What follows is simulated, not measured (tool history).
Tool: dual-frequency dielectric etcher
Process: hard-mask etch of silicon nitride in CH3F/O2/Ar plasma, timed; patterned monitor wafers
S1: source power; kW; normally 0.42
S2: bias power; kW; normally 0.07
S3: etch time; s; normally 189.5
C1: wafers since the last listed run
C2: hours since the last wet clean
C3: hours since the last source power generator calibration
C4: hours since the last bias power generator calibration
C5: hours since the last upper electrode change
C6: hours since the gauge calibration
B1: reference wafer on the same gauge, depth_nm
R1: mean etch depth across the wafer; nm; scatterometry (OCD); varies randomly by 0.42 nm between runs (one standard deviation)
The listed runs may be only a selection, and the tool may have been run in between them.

| run | day | S1 | S2 | S3 | C1 | C2 | C3 | C4 | C5 | C6 | B1 | R1 |
|---|---|---|---|---|---|---|---|---|---|---|---|---|
| 1 | 0 | 0.42 | 0.07 | 189.5 | 0 | 225.1 | 2035.9 | 3880.3 | 3495.9 | 267.5 | 152 | 140 |
| 2 | 0.612 | 0.42 | 0.07 | 189.5 | 120 | 239.8 | 2050.6 | 3895 | 3510.6 | 282.2 | 152 | 140.4 |
| 3 | 2.475 | 0.42 | 0.07 | 189.5 | 365 | 284.5 | 2095.3 | 3939.7 | 3555.3 | 326.9 | 152 | 140.8 |
| 4 | 2.729 | 0.42 | 0.07 | 189.5 | 49 | 290.6 | 2101.4 | 3945.8 | 3561.4 | 333 | 152.1 | 141.2 |
| 5 | 3.429 | 0.42 | 0.07 | 189.5 | 137 | 307.4 | 2118.2 | 3962.6 | 3578.2 | 349.8 | 152.1 | 141.1 |
| 6 | 4.646 | 0.42 | 0.07 | 189.5 | 238 | 336.6 | 2147.4 | 3991.8 | 3607.4 | 379 | 152 | 142.1 |
| 7 | 5.258 | 0.42 | 0.07 | 189.5 | 120 | 351.3 | 2162.1 | 4006.5 | 3622.1 | 393.7 | 151.9 | 141.7 |
|  | 5.704 | bias power generator calibrated |
| 8 | 5.996 | 0.42 | 0.07 | 189.5 | 112 | 369 | 2179.8 | 7 | 3639.8 | 411.4 | 152.1 | 141.4 |
|  | 6.342 | gauge calibrated |
| 9 | 6.662 | 0.42 | 0.07 | 189.5 | 130 | 385 | 2195.8 | 23 | 3655.8 | 7.7 | 152.2 | 142.4 |
| 10 | 7.196 | 0.42 | 0.07 | 189.5 | 104 | 397.8 | 2208.6 | 35.8 | 3668.6 | 20.5 | 152 | 142.7 |
|  | 8.262 | source power generator calibrated |
|  | 8.771 | upper electrode replaced |
| 11 | 8.792 | 0.42 | 0.07 | 189.5 | 180 | 436.1 | 12.7 | 74.1 | 0.5 | 58.8 | 151.9 | 142.4 |
| 12 | 8.808 | 0.5 | 0.07 | 189.5 | 3 | 436.5 | 13.1 | 74.5 | 0.9 | 59.2 | 152.2 | 152.3 |
| 13 | 8.825 | 0.36 | 0.07 | 189.5 | 3 | 436.9 | 13.5 | 74.9 | 1.3 | 59.6 | 152 | 134.6 |
| 14 | 8.85 | 0.42 | 0.07 | 189.5 | 4 | 437.5 | 14.1 | 75.5 | 1.9 | 60.2 | 151.8 | 143.1 |
| 15 | 9.3 | 0.49 | 0.083 | 189.5 | 88 | 448.3 | 24.9 | 86.3 | 12.7 | 71 | 152.1 | 165.5 |
| 16 | 9.554 | 0.42 | 0.07 | 189.5 | 49 | 454.4 | 31 | 92.4 | 18.8 | 77.1 | 152.1 | 142.6 |
| 17 | 9.854 | 0.42 | 0.07 | 174.5 | 58 | 461.6 | 38.2 | 99.6 | 26 | 84.3 | 152 | 132 |
|  | 11.512 | wet clean of the chamber |
| 18 | 11.533 | 0.42 | 0.063 | 226.5 | 133 | 0.5 | 78.5 | 139.9 | 66.3 | 124.6 | 152 | 152.9 |
| 19 | 11.55 | 0.42 | 0.07 | 189.5 | 3 | 0.9 | 78.9 | 140.3 | 66.7 | 125 | 151.9 | 135.5 |
| 20 | 11.671 | 0.42 | 0.07 | 189.5 | 23 | 3.8 | 81.8 | 143.2 | 69.6 | 127.9 | 152 | 135.7 |
| 21 | 12.017 | 0.49 | 0.078 | 167 | 67 | 12.1 | 90.1 | 151.5 | 77.9 | 136.2 | 152 | 134.2 |
| 22 | 12.467 | 0.37 | 0.07 | 138 | 88 | 22.9 | 100.9 | 162.3 | 88.7 | 147 | 152 | 94.7 |
| 23 | 12.988 | 0.5 | 0.08 | 189.5 | 102 | 35.4 | 113.4 | 174.8 | 101.2 | 159.5 | 152 | 156.8 |
| 24 | 13.275 | 0.5 | 0.07 | 211 | 56 | 42.3 | 120.3 | 181.7 | 108.1 | 166.4 | 151.9 | 163 |
| 25 | 13.788 | 0.42 | 0.07 | 189.5 | 100 | 54.6 | 132.6 | 194 | 120.4 | 178.7 | 152 | 136.6 |
| 26 | 14.242 | 0.52 | 0.082 | 169 | 89 | 65.5 | 143.5 | 204.9 | 131.3 | 189.6 | 152 | 143.8 |
| 27 | 14.683 | 0.37 | 0.07 | 144.5 | 86 | 76.1 | 154.1 | 215.5 | 141.9 | 200.2 | 152 | 99.2 |
| 28 | 15.104 | 0.48 | 0.07 | 189.5 | 82 | 86.2 | 164.2 | 225.6 | 152 | 210.3 | 151.9 | 143.7 |
| 29 | 15.529 | 0.39 | 0.064 | 233.5 | 83 | 96.4 | 174.4 | 235.8 | 162.2 | 220.5 | 152.1 | 156.8 |

Exercise: give the hidden state of the tool at every run:
source power that arrives over what is set, %: 0 at every run
bias power that arrives over what is set, %: 0 at every run
gauge reads high (%): 0 at every run
H1: etch rate over this chamber's usual, %
| run | H1 |
|---|---|
| 1 | 2.41 |
| 2 | 2.54 |
| 3 | 2.95 |
| 4 | 3 |
| 5 | 3.16 |
| 6 | 3.42 |
| 7 | 3.56 |
| 8 | 3.72 |
| 9 | 3.86 |
| 10 | 3.98 |
| 11 | 4.33 |
| 12 | 4.33 |
| 13 | 4.33 |
| 14 | 4.34 |
| 15 | 4.44 |
| 16 | 4.49 |
| 17 | 4.56 |
| 18 | -0.745 |
| 19 | -0.741 |
| 20 | -0.715 |
| 21 | -0.64 |
| 22 | -0.542 |
| 23 | -0.428 |
| 24 | -0.365 |
| 25 | -0.254 |
| 26 | -0.155 |
| 27 | -0.0583 |
| 28 | 0.0334 |
| 29 | 0.126 |
